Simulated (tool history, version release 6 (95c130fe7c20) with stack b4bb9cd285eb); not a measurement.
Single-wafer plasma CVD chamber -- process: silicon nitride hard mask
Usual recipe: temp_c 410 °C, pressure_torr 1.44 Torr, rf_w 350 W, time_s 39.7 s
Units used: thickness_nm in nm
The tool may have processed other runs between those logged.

run,hour,temp_c,pressure_torr,rf_w,time_s,wafers since the last listed run,hours since the last thermocouple change,hours since the last RF generator calibration,hours since the last manometer calibration,hours since the showerhead was replaced,hours since the gauge calibration,"read-back reference wafer on the same gauge, thickness_nm",thickness_nm
1,0,421,1.44,350,39.7,0,2267.4,1623.8,2490,3043.5,565.1,42.209,45.632
2,45.7,421,1.44,350,39.7,1369,2313.1,1669.5,2535.7,3089.2,610.8,42.203,45.569
3,92.7,421,1.44,350,39.7,1408,2360.1,1716.5,2582.7,3136.2,657.8,42.199,45.697
4,150.5,410,1.44,350,39.7,1732,2417.9,1774.3,2640.5,3194,715.6,42.217,45.78
5,191.5,410,1.44,350,39.7,1228,2458.9,1815.3,2681.5,3235,756.6,42.223,45.807
6,256.4,410,1.44,350,39.7,1945,2523.8,1880.2,2746.4,3299.9,821.5,42.202,45.796
7,287.2,410,1.44,350,39.7,923,2554.6,1911,2777.2,3330.7,852.3,42.224,45.733
# hour 333.3: thermocouple changed; heater temperature recalibrated
8,338.8,410,1.44,350,39.7,1306,5.5,1962.6,2828.8,3382.3,903.9,42.187,45.588
# hour 361.6: RF generator calibrated
9,393.8,410,1.44,350,39.7,1408,60.5,32.2,2883.8,3437.3,958.9,42.204,47.68
# hour 429: gauge calibrated
10,447.7,410,1.44,350,39.7,1615,114.4,86.1,2937.7,3491.2,18.7,42.206,47.559
11,513.5,410,1.44,350,39.7,1972,180.2,151.9,3003.5,3557,84.5,42.203,47.307
# hour 573.6: capacitance manometer re-zeroed and calibrated
12,583.8,410,1.78,350,35.2,1867,250.5,222.2,10.2,3627.3,154.8,42.186,45.678
13,645,410,1.44,350,39.7,1834,311.7,283.4,71.4,3688.5,216,42.221,48.052
# hour 673.7: showerhead replaced
14,702.2,396,1.44,310,33.6,1474,368.9,340.6,128.6,28.5,273.2,42.184,35.968
15,766.7,398,1.74,350,39.7,1933,433.4,405.1,193.1,93,337.7,42.207,50.779
16,804.7,395,1.44,350,39.7,1138,471.4,443.1,231.1,131,375.7,42.21,47.913
17,865.3,410,1.44,350,39.7,1816,532,503.7,291.7,191.6,436.3,42.221,47.397
18,917.9,410,1.44,350,39.7,1576,584.6,556.3,344.3,244.2,488.9,42.18,47.405
19,963,423,1.75,295,39.7,1351,629.7,601.4,389.4,289.3,534,42.202,41.345
20,1017.5,410,1.44,350,43.1,1633,684.2,655.9,443.9,343.8,588.5,42.212,51.238
21,1043.5,410,1.44,350,39.7,779,710.2,681.9,469.9,369.8,614.5,42.214,47.037
22,1081.6,405,1.44,350,34.8,1141,748.3,720,508,407.9,652.6,42.218,41.286

Forecast each of these 3 alternatives for the next run:
A,1082,410,1.44,350,39.7,11,748.7,720.4,508.4,408.3,653,?,?
B,1082,410,1.44,350,45,11,748.7,720.4,508.4,408.3,653,?,?
C,1082,403,1.7,295,32.7,11,748.7,720.4,508.4,408.3,653,?,?

run,"read-back reference wafer on the same gauge, thickness_nm",thickness_nm
A,42.192,47.05
B,42.192,53.317
C,42.192,33.84
Without the tool's hidden state the same runs would have given:
run,thickness_nm
A,49.217
B,55.773
C,35.528
